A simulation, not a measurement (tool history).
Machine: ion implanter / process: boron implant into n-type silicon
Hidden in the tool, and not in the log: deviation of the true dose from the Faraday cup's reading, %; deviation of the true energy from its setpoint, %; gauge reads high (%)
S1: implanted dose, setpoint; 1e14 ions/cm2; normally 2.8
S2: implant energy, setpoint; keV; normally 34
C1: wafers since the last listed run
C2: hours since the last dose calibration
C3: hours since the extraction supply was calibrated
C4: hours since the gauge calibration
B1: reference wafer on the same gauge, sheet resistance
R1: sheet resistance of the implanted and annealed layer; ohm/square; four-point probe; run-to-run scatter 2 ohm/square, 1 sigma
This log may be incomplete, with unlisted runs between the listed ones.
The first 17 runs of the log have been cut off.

Run 18, day 34.238: usual settings but S1 2.49 1e14 ions/cm2, S2 27 keV; C1 623; C2 1885.3; C3 337.1; C4 1051.9; B1 413.41. Result: R1 397.35 ohm/square.
Run 19, day 36.779: usual settings but S1 3.51 1e14 ions/cm2, S2 38 keV; C1 1357; C2 1946.3; C3 398.1; C4 1112.9; B1 413.07. Result: R1 293.95 ohm/square.
Run 20, day 38.546: usual settings but S1 2.55 1e14 ions/cm2; C1 943; C2 1988.7; C3 440.5; C4 1155.3; B1 412.99. Result: R1 374.57 ohm/square.
Run 21, day 40.275: usual settings but S1 3.41 1e14 ions/cm2, S2 37 keV; C1 923; C2 2030.2; C3 482; C4 1196.8; B1 412.48. Result: R1 298.03 ohm/square.
Run 22, day 41.492: usual settings but S1 2.44 1e14 ions/cm2, S2 24 keV; C1 650; C2 2059.4; C3 511.2; C4 1226; B1 412.91. Result: R1 398.62 ohm/square.
Run 23, day 44.167: usual settings but S1 3.63 1e14 ions/cm2, S2 29 keV; C1 1429; C2 2123.6; C3 575.4; C4 1290.2; B1 412.93. Result: R1 288.55 ohm/square.
Run 24, day 46.638: usual settings; C1 1320; C2 2182.9; C3 634.7; C4 1349.5; B1 412.71. Result: R1 349 ohm/square.
Run 25, day 48.858: usual settings but S1 3.47 1e14 ions/cm2, S2 27 keV; C1 1186; C2 2236.2; C3 688; C4 1402.8; B1 413.27. Result: R1 300.49 ohm/square.
Run 26, day 50.021: usual settings; C1 621; C2 2264.1; C3 715.9; C4 1430.7; B1 413.1. Result: R1 348.59 ohm/square.
At day 51.688: Faraday cup replaced and dose calibrated.
At day 51.7: gauge calibrated.
Run 27, day 51.708: usual settings but S1 3.31 1e14 ions/cm2; C1 723; C2 0.5; C3 756.4; C4 0.2; B1 413.4. Result: R1 320.92 ohm/square.
Run 28, day 53.729: usual settings but S2 38.5 keV; C1 1079; C2 49; C3 804.9; C4 48.7; B1 413.02. Result: R1 360.37 ohm/square.
Run 29, day 55.867: usual settings; C1 1142; C2 100.3; C3 856.2; C4 100; B1 412.94. Result: R1 365.08 ohm/square.
Run 30, day 57.725: usual settings but S2 39 keV; C1 992; C2 144.9; C3 900.8; C4 144.6; B1 412.7. Result: R1 363.94 ohm/square.
Run 31, day 63.017: usual settings but S2 40.5 keV; C1 2827; C2 271.9; C3 1027.8; C4 271.6; B1 413.39. Result: R1 360.44 ohm/square.
Run 32, day 64.962: usual settings but S1 3.59 1e14 ions/cm2, S2 27 keV; C1 1039; C2 318.6; C3 1074.5; C4 318.3; B1 412.91. Result: R1 311.13 ohm/square.

Forecast each of these 3 alternatives for the next run:
Run A, day 64.979: usual settings; C1 8; C2 319; C3 1074.9; C4 318.7; B1 ?. Result: R1 ?.
Run B, day 64.979: usual settings but S1 3.39 1e14 ions/cm2; C1 8; C2 319; C3 1074.9; C4 318.7; B1 ?. Result: R1 ?.
Run C, day 64.979: usual settings but S1 2.36 1e14 ions/cm2, S2 28 keV; C1 8; C2 319; C3 1074.9; C4 318.7; B1 ?. Result: R1 ?.

run     B1      R1
  A  412.8  365.74
  B  412.8  316.09
  C  412.8  425.29
Had the tool no hidden state, the same runs would have come out as:
run      R1
  A  363.59
  B  314.19
  C  422.77
